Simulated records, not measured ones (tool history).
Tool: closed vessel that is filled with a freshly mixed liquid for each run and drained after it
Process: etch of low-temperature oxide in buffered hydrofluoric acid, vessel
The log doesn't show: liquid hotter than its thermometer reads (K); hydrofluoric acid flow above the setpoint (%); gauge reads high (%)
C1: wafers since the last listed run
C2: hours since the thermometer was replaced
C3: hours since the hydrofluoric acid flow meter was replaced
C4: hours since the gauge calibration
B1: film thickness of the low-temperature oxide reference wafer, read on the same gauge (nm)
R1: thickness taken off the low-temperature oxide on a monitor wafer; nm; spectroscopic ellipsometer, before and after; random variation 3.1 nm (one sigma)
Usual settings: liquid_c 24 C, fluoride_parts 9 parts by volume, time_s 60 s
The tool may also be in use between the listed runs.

{"run": 1, "day": 0.0, "liquid_c": 24, "fluoride_parts": 10, "time_s": 70, "C1": 0, "C2": 846.5, "C3": 408.8, "C4": 770, "B1": 79.98, "R1": 355.82}
{"run": 2, "day": 1.717, "liquid_c": 24, "fluoride_parts": 10, "time_s": 70, "C1": 4372, "C2": 887.7, "C3": 450, "C4": 811.2, "B1": 80, "R1": 358.28}
{"run": 3, "day": 5.05, "liquid_c": 24, "fluoride_parts": 10, "time_s": 70, "C1": 8490, "C2": 967.7, "C3": 530, "C4": 891.2, "B1": 80, "R1": 351.41}
{"run": 4, "day": 6.696, "liquid_c": 24, "fluoride_parts": 8, "time_s": 60, "C1": 4192, "C2": 1007.2, "C3": 569.5, "C4": 930.7, "B1": 80.03, "R1": 376.31}
{"run": 5, "day": 9.796, "liquid_c": 24, "fluoride_parts": 9, "time_s": 60, "C1": 7896, "C2": 1081.6, "C3": 643.9, "C4": 1005.1, "B1": 79.99, "R1": 335.07}
{"run": 6, "day": 13.062, "liquid_c": 24, "fluoride_parts": 9, "time_s": 60, "C1": 8320, "C2": 1160, "C3": 722.3, "C4": 1083.5, "B1": 79.98, "R1": 338.45}
{"run": 7, "day": 15.925, "liquid_c": 24, "fluoride_parts": 9, "time_s": 60, "C1": 7291, "C2": 1228.7, "C3": 791, "C4": 1152.2, "B1": 80.02, "R1": 340.79}
{"run": 8, "day": 18.242, "liquid_c": 24, "fluoride_parts": 9, "time_s": 60, "C1": 5901, "C2": 1284.3, "C3": 846.6, "C4": 1207.8, "B1": 80.01, "R1": 341.78}
{"run": 9, "day": 21.0, "liquid_c": 24, "fluoride_parts": 9, "time_s": 60, "C1": 7026, "C2": 1350.5, "C3": 912.8, "C4": 1274, "B1": 79.96, "R1": 345.11}
{"run": 10, "day": 23.533, "liquid_c": 24, "fluoride_parts": 9, "time_s": 60, "C1": 6453, "C2": 1411.3, "C3": 973.6, "C4": 1334.8, "B1": 79.95, "R1": 343.63}
{"day": 25.142, "done": "thermometer replaced"}
{"day": 25.346, "done": "hydrofluoric acid flow meter replaced"}
{"run": 11, "day": 27.767, "liquid_c": 24, "fluoride_parts": 9, "time_s": 60, "C1": 10571, "C2": 63, "C3": 58.1, "C4": 1436.4, "B1": 80.01, "R1": 366.78}
{"run": 12, "day": 31.338, "liquid_c": 19.5, "fluoride_parts": 11.5, "time_s": 85, "C1": 9095, "C2": 148.7, "C3": 143.8, "C4": 1522.1, "B1": 79.99, "R1": 322.83}
{"run": 13, "day": 36.404, "liquid_c": 27, "fluoride_parts": 8, "time_s": 35, "C1": 12906, "C2": 270.3, "C3": 265.4, "C4": 1643.7, "B1": 80.04, "R1": 281.49}
{"day": 39.017, "done": "hydrofluoric acid flow meter replaced, repeated, since the last time left the tool worse"}
{"run": 14, "day": 39.171, "liquid_c": 24, "fluoride_parts": 9, "time_s": 60, "C1": 6941, "C2": 336.7, "C3": 3.7, "C4": 1710.1, "B1": 79.98, "R1": 322.1}
{"run": 15, "day": 41.412, "liquid_c": 24, "fluoride_parts": 8, "time_s": 60, "C1": 5710, "C2": 390.5, "C3": 57.5, "C4": 1763.9, "B1": 79.98, "R1": 361.93}
{"run": 16, "day": 45.392, "liquid_c": 24, "fluoride_parts": 9, "time_s": 60, "C1": 10135, "C2": 486, "C3": 153, "C4": 1859.4, "B1": 80.04, "R1": 321.78}
{"run": 17, "day": 48.217, "liquid_c": 25.5, "fluoride_parts": 9, "time_s": 90, "C1": 7195, "C2": 553.8, "C3": 220.8, "C4": 1927.2, "B1": 79.95, "R1": 527.7}
{"run": 18, "day": 52.212, "liquid_c": 24, "fluoride_parts": 9, "time_s": 60, "C1": 10178, "C2": 649.7, "C3": 316.7, "C4": 2023.1, "B1": 79.98, "R1": 327.88}
{"day": 52.862, "done": "gauge calibrated"}
{"run": 19, "day": 55.046, "liquid_c": 20, "fluoride_parts": 9, "time_s": 60, "C1": 7217, "C2": 717.7, "C3": 384.7, "C4": 52.4, "B1": 80.05, "R1": 259.8}
{"run": 20, "day": 68.1, "liquid_c": 21.5, "fluoride_parts": 6, "time_s": 30, "C1": 33252, "C2": 1031, "C3": 698, "C4": 365.7, "B1": 79.97, "R1": 214.11}
{"run": 21, "day": 70.604, "liquid_c": 27, "fluoride_parts": 7.5, "time_s": 75, "C1": 6378, "C2": 1091.1, "C3": 758.1, "C4": 425.8, "B1": 79.98, "R1": 596.69}
{"day": 74.288, "done": "hydrofluoric acid flow meter replaced"}
{"run": 22, "day": 74.654, "liquid_c": 28, "fluoride_parts": 9, "time_s": 60, "C1": 10210, "C2": 1188.3, "C3": 8.8, "C4": 523, "B1": 79.99, "R1": 396.35}

4 ways to go on from here, each from the tool as it stands after run 22. What would each give?
{"run": "A", "day": 74.683, "liquid_c": 24, "fluoride_parts": 9, "time_s": 60, "C1": 74, "C2": 1189, "C3": 9.5, "C4": 523.7, "B1": "?", "R1": "?"}
{"run": "B", "day": 74.683, "liquid_c": 21, "fluoride_parts": 10, "time_s": 30, "C1": 74, "C2": 1189, "C3": 9.5, "C4": 523.7, "B1": "?", "R1": "?"}
{"run": "C", "day": 74.683, "liquid_c": 24, "fluoride_parts": 9, "time_s": 50, "C1": 74, "C2": 1189, "C3": 9.5, "C4": 523.7, "B1": "?", "R1": "?"}
{"run": "D", "day": 74.683, "liquid_c": 19, "fluoride_parts": 6.5, "time_s": 35, "C1": 74, "C2": 1189, "C3": 9.5, "C4": 523.7, "B1": "?", "R1": "?"}

run=A B1=79.97 R1=319.95
run=B B1=79.97 R1=126.31
run=C B1=79.97 R1=266.63
run=D B1=79.97 R1=197.65
Without the tool's hidden state the same runs would have given:
run=A R1=316.29
run=B R1=125.47
run=C R1=263.57
run=D R1=195.83
